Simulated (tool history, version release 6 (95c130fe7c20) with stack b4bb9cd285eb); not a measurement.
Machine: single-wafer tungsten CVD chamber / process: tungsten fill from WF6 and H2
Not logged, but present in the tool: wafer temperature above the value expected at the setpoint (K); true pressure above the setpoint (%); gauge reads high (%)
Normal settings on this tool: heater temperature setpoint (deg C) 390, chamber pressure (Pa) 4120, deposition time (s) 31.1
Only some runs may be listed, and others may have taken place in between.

| run | hour | heater temperature setpoint (deg C) | chamber pressure (Pa) | deposition time (s) | wafers since the last listed run | hours since the last thermocouple change | hours since the last manometer calibration | hours since the showerhead was replaced | hours since the gauge calibration | read-back reference wafer on the same gauge, thickness_nm | mean film thickness on the monitor wafer (Å) |
|---|---|---|---|---|---|---|---|---|---|---|---|
| 1 | 0.0 | 390 | 4120 | 31.1 | 0 | 3073.7 | 1459.9 | 3569.8 | 45.6 | 57.676 | 679.58 |
| 2 | 17.2 | 390 | 4120 | 31.1 | 547 | 3090.9 | 1477.1 | 3587.0 | 62.8 | 57.695 | 680.02 |
| 3 | 34.5 | 390 | 4120 | 31.1 | 550 | 3108.2 | 1494.4 | 3604.3 | 80.1 | 57.582 | 679.24 |
| 4 | 46.9 | 390 | 4120 | 31.1 | 394 | 3120.6 | 1506.8 | 3616.7 | 92.5 | 57.583 | 685.11 |
| 5 | 63.9 | 390 | 4120 | 31.1 | 541 | 3137.6 | 1523.8 | 3633.7 | 109.5 | 57.616 | 678.37 |
| 6 | 78.6 | 390 | 4720 | 31.1 | 467 | 3152.3 | 1538.5 | 3648.4 | 124.2 | 57.538 | 720.54 |
| 7 | 96.1 | 390 | 4720 | 31.1 | 556 | 3169.8 | 1556.0 | 3665.9 | 141.7 | 57.526 | 712.52 |
| 8 | 112.3 | 390 | 4720 | 31.1 | 515 | 3186.0 | 1572.2 | 3682.1 | 157.9 | 57.629 | 711.25 |
| 9 | 119.6 | 390 | 4120 | 31.1 | 232 | 3193.3 | 1579.5 | 3689.4 | 165.2 | 57.597 | 680.15 |
| 10 | 125.6 | 390 | 4120 | 31.1 | 190 | 3199.3 | 1585.5 | 3695.4 | 171.2 | 57.577 | 686.51 |
| 11 | 135.8 | 390 | 4120 | 31.1 | 324 | 3209.5 | 1595.7 | 3705.6 | 181.4 | 57.616 | 689.26 |
|  | 186.1 | showerhead replaced |
|  | 188.4 | thermocouple changed; heater temperature recalibrated |
| 12 | 188.8 | 390 | 4120 | 31.1 | 1360 | 0.4 | 1648.7 | 2.7 | 234.4 | 57.599 | 682.62 |
| 13 | 205.5 | 390 | 4120 | 31.1 | 531 | 17.1 | 1665.4 | 19.4 | 251.1 | 57.620 | 681.40 |
| 14 | 218.7 | 390 | 4120 | 31.1 | 420 | 30.3 | 1678.6 | 32.6 | 264.3 | 57.619 | 679.62 |
| 15 | 225.2 | 390 | 4120 | 31.1 | 206 | 36.8 | 1685.1 | 39.1 | 270.8 | 57.578 | 685.56 |
| 16 | 231.3 | 390 | 5080 | 31.1 | 194 | 42.9 | 1691.2 | 45.2 | 276.9 | 57.569 | 735.09 |
|  | 239.7 | gauge calibrated |
| 17 | 239.8 | 390 | 4120 | 31.1 | 270 | 51.4 | 1699.7 | 53.7 | 0.1 | 57.596 | 679.01 |
| 18 | 247.6 | 390 | 4120 | 32.9 | 248 | 59.2 | 1707.5 | 61.5 | 7.9 | 57.612 | 711.63 |
| 19 | 257.5 | 394 | 4120 | 26.0 | 315 | 69.1 | 1717.4 | 71.4 | 17.8 | 57.495 | 608.43 |
| 20 | 270.3 | 376 | 3346 | 36.1 | 407 | 81.9 | 1730.2 | 84.2 | 30.6 | 57.603 | 578.16 |
| 21 | 280.3 | 390 | 5053 | 36.8 | 318 | 91.9 | 1740.2 | 94.2 | 40.6 | 57.558 | 866.85 |
| 22 | 292.4 | 390 | 4120 | 31.1 | 385 | 104.0 | 1752.3 | 106.3 | 52.7 | 57.552 | 681.24 |
| 23 | 310.0 | 390 | 4120 | 31.1 | 560 | 121.6 | 1769.9 | 123.9 | 70.3 | 57.651 | 679.89 |
| 24 | 326.9 | 385 | 3453 | 29.5 | 537 | 138.5 | 1786.8 | 140.8 | 87.2 | 57.581 | 556.59 |
|  | 341.0 | capacitance manometer re-zeroed and calibrated |
| 25 | 341.5 | 376 | 4573 | 26.2 | 210 | 153.1 | 0.5 | 155.4 | 101.8 | 57.650 | 466.95 |
| 26 | 344.6 | 404 | 5106 | 33.3 | 98 | 156.2 | 3.6 | 158.5 | 104.9 | 57.629 | 985.97 |
| 27 | 397.4 | 376 | 3346 | 36.1 | 1680 | 209.0 | 56.4 | 211.3 | 157.7 | 57.579 | 580.59 |
| 28 | 414.4 | 396 | 4533 | 33.6 | 541 | 226.0 | 73.4 | 228.3 | 174.7 | 57.584 | 847.56 |
| 29 | 468.2 | 380 | 4773 | 36.2 | 1712 | 279.8 | 127.2 | 282.1 | 228.5 | 57.570 | 704.72 |
| 30 | 494.1 | 379 | 5133 | 35.4 | 824 | 305.7 | 153.1 | 308.0 | 254.4 | 57.504 | 690.75 |
| 31 | 503.9 | 399 | 3240 | 31.1 | 311 | 315.5 | 162.9 | 317.8 | 264.2 | 57.606 | 732.40 |
|  | 510.0 | gauge calibrated |
| 32 | 519.5 | 399 | 3240 | 31.1 | 496 | 331.1 | 178.5 | 333.4 | 9.5 | 57.602 | 730.48 |
| 33 | 537.5 | 376 | 3346 | 36.1 | 572 | 349.1 | 196.5 | 351.4 | 27.5 | 57.606 | 574.78 |
| 34 | 547.3 | 390 | 4120 | 31.1 | 311 | 358.9 | 206.3 | 361.2 | 37.3 | 57.645 | 675.64 |

Predict each of these 4 candidate next runs independently; none follows another, all start after run 34:
| A | 547.7 | 390 | 4120 | 31.1 | 12 | 359.3 | 206.7 | 361.6 | 37.7 | ? | ? |
| B | 547.7 | 376 | 3480 | 33.0 | 12 | 359.3 | 206.7 | 361.6 | 37.7 | ? | ? |
| C | 547.7 | 390 | 4866 | 37.2 | 12 | 359.3 | 206.7 | 361.6 | 37.7 | ? | ? |
| D | 547.7 | 378 | 4973 | 27.5 | 12 | 359.3 | 206.7 | 361.6 | 37.7 | ? | ? |

| run | read-back reference wafer on the same gauge, thickness_nm | mean film thickness on the monitor wafer (Å) |
|---|---|---|
| A | 57.594 | 680.99 |
| B | 57.594 | 534.11 |
| C | 57.594 | 863.64 |
| D | 57.594 | 521.00 |
Stripped of hidden state, with their random variation kept, the same runs would have yielded:
| run | mean film thickness on the monitor wafer (Å) |
|---|---|
| A | 680.99 |
| B | 534.11 |
| C | 863.64 |
| D | 521.00 |
